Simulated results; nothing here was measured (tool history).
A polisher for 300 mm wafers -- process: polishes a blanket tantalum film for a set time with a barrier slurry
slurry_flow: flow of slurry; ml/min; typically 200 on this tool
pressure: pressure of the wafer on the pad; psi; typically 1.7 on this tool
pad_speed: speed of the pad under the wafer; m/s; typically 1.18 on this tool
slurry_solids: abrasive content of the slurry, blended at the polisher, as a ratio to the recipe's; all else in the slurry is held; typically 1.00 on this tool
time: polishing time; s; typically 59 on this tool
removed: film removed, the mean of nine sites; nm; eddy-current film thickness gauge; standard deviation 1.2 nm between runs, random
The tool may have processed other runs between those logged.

run	hour	slurry_flow	pressure	pad_speed	slurry_solids	time	wafers since the last listed run	wafers polished on this pad	hours since the slurry nozzle was cleaned	hours since the head pressure was calibrated	hours since the slurry blender was calibrated	incoming thickness of the incoming film, nm	removed
1	0.0	240	1.7	1.18	1.00	59	0	312	350.4	389.1	316.5	281.7	94.0
# hour 19.1: slurry blender recalibrated
2	50.3	240	1.7	1.18	1.00	59	313	625	400.7	439.4	31.2	277.4	93.9
3	65.7	240	1.7	1.18	1.00	59	99	725	416.1	454.8	46.6	285.3	92.9
4	77.5	200	1.7	1.18	1.00	59	76	802	427.9	466.6	58.4	281.4	89.6
5	89.2	200	1.7	1.18	1.00	59	75	878	439.6	478.3	70.1	283.0	92.0
6	104.5	200	1.7	1.18	1.00	59	99	977	454.9	493.6	85.4	280.8	92.4
7	113.2	200	1.7	1.18	1.00	59	56	1034	463.6	502.3	94.1	276.0	90.5
8	126.3	200	1.7	1.18	1.00	59	85	1119	476.7	515.4	107.2	284.8	89.0
# hour 139.2: worn pad replaced by a new one
# hour 143.0: head pressure recalibrated
9	143.5	200	1.7	1.18	1.00	59	72	14	493.9	0.5	124.4	280.4	90.8
10	154.2	200	1.7	1.18	1.00	59	69	84	504.6	11.2	135.1	284.5	91.6
11	164.7	200	1.7	1.18	1.00	59	68	152	515.1	21.7	145.6	278.0	91.9
12	174.5	200	1.7	1.18	1.00	59	63	215	524.9	31.5	155.4	274.1	91.0
# hour 223.3: slurry nozzle cleaned
13	226.4	200	1.7	1.18	1.20	66	330	546	3.1	83.4	207.3	276.5	114.7
14	242.9	200	1.7	1.18	1.00	59	107	653	19.6	99.9	223.8	279.6	97.7
15	257.4	200	1.7	1.18	1.00	59	94	747	34.1	114.4	238.3	278.5	96.1
16	272.7	200	1.7	1.18	1.00	59	99	846	49.4	129.7	253.6	280.7	97.0
17	282.6	200	1.7	1.18	1.00	59	64	910	59.3	139.6	263.5	279.6	96.8
18	290.4	200	1.7	1.18	1.00	59	50	961	67.1	147.4	271.3	280.8	94.8
19	304.0	200	1.7	1.56	1.00	59	88	1049	80.7	161.0	284.9	284.6	124.4
20	312.1	200	1.1	1.18	1.20	59	52	1102	88.8	169.1	293.0	282.7	76.8
# hour 316.0: slurry blender recalibrated
# hour 325.1: worn pad replaced by a new one
21	326.2	200	1.7	1.18	1.00	76	52	6	102.9	183.2	10.2	282.6	124.4
22	337.1	230	2.0	1.18	1.00	77	70	77	113.8	194.1	21.1	281.2	140.0
23	344.6	200	1.7	1.18	1.00	59	48	126	121.3	201.6	28.6	277.3	96.3
24	353.9	200	1.7	1.42	1.00	59	60	186	130.6	210.9	37.9	277.3	113.4
25	367.5	200	1.7	1.18	1.00	59	88	274	144.2	224.5	51.5	276.1	96.0
26	384.1	200	1.1	1.18	1.00	59	107	382	160.8	241.1	68.1	279.1	72.1
27	393.3	200	2.0	0.88	0.90	50	59	442	170.0	250.3	77.3	279.4	66.0
28	402.1	150	1.7	1.06	1.00	67	57	499	178.8	259.1	86.1	282.2	93.3
29	410.9	155	1.7	1.18	1.00	59	57	556	187.6	267.9	94.9	282.9	90.9
30	420.6	200	1.9	0.80	1.00	65	62	619	197.3	277.6	104.6	283.3	76.1
31	429.4	265	1.2	1.18	1.25	73	57	676	206.1	286.4	113.4	278.7	104.1

State the hidden condition of the tool at each of the runs:
removal rate lost through wear of the pad, %: 0, the same for each run
deviation of the head's pressure from its setpoint, %: 0, the same for each run
abrasive missing from the slurry, %: 0, the same for each run
H1: slurry flow missing at the pad, %
run	H1
1	35.2
2	36.9
3	37.3
4	37.7
5	38
6	38.3
7	38.5
8	38.8
9	39.2
10	39.4
11	39.6
12	39.7
13	0.8
14	3.91
15	6.44
16	8.94
17	10.5
18	11.6
19	13.5
20	14.6
21	16.4
22	17.7
23	18.5
24	19.5
25	21
26	22.6
27	23.4
28	24.2
29	24.9
30	25.7
31	26.4

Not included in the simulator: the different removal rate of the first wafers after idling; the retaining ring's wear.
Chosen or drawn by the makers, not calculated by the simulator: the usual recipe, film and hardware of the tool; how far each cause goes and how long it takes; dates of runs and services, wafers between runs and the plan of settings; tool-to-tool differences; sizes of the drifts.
